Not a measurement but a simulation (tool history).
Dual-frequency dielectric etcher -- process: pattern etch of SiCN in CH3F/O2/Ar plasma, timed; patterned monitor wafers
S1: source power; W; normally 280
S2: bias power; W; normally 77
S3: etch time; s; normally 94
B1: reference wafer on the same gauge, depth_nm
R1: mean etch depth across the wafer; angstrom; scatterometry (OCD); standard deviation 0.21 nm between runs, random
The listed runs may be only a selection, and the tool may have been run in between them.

| run | hour | S1 | S2 | S3 | B1 | R1 |
|---|---|---|---|---|---|---|
| 1 | 0 | 240 | 85 | 94 | 34.21 | 346.4 |
| 2 | 13.7 | 240 | 85 | 94 | 34.18 | 348.8 |
| 3 | 20.2 | 280 | 70 | 94 | 34.19 | 347.3 |
| 4 | 29.3 | 280 | 72 | 94 | 34.15 | 349.3 |
| 5 | 44.2 | 280 | 72 | 94 | 34.19 | 350.2 |
|  | 73.6 | source power generator calibrated |
|  | 77.6 | wet clean of the chamber |
|  | 78.4 | upper electrode replaced |
| 6 | 78.9 | 280 | 77 | 94 | 34.16 | 334.9 |
| 7 | 79.3 | 320 | 77 | 94 | 34.22 | 350.6 |
| 8 | 85.7 | 320 | 77 | 94 | 34.22 | 353.4 |
|  | 92.2 | bias power generator calibrated |
| 9 | 100.6 | 320 | 77 | 94 | 34.21 | 351.5 |
| 10 | 115.3 | 280 | 63 | 94 | 34.24 | 321 |
| 11 | 127.1 | 230 | 85 | 116.5 | 34.23 | 403 |
| 12 | 137.5 | 220 | 77 | 94 | 34.23 | 318.1 |
| 13 | 152.5 | 280 | 77 | 94 | 34.18 | 339.9 |
| 14 | 158.9 | 280 | 67 | 86.5 | 34.23 | 300.6 |
|  | 160.6 | gauge calibrated |
| 15 | 173.1 | 220 | 85 | 68.5 | 34.23 | 236.6 |
| 16 | 185.9 | 250 | 77 | 84.5 | 34.24 | 298.5 |
| 17 | 203.1 | 280 | 77 | 94 | 34.24 | 341.7 |
| 18 | 210.5 | 280 | 60 | 94 | 34.22 | 321.9 |
| 19 | 217.6 | 280 | 69 | 117 | 34.27 | 413.9 |

4 options for the next run, each taken on its own from the tool as it stands now. Forecast them:
| A | 218 | 280 | 77 | 83.5 | ? | ? |
| B | 218 | 320 | 66 | 78 | ? | ? |
| C | 218 | 330 | 77 | 94 | ? | ? |
| D | 218 | 280 | 89 | 94 | ? | ? |

| run | B1 | R1 |
|---|---|---|
| A | 34.18 | 308 |
| B | 34.18 | 287.3 |
| C | 34.18 | 364.3 |
| D | 34.18 | 361.5 |
Had the tool no hidden state, the same runs would have come out as:
| run | R1 |
|---|---|
| A | 301.5 |
| B | 281.3 |
| C | 356.7 |
| D | 353.9 |

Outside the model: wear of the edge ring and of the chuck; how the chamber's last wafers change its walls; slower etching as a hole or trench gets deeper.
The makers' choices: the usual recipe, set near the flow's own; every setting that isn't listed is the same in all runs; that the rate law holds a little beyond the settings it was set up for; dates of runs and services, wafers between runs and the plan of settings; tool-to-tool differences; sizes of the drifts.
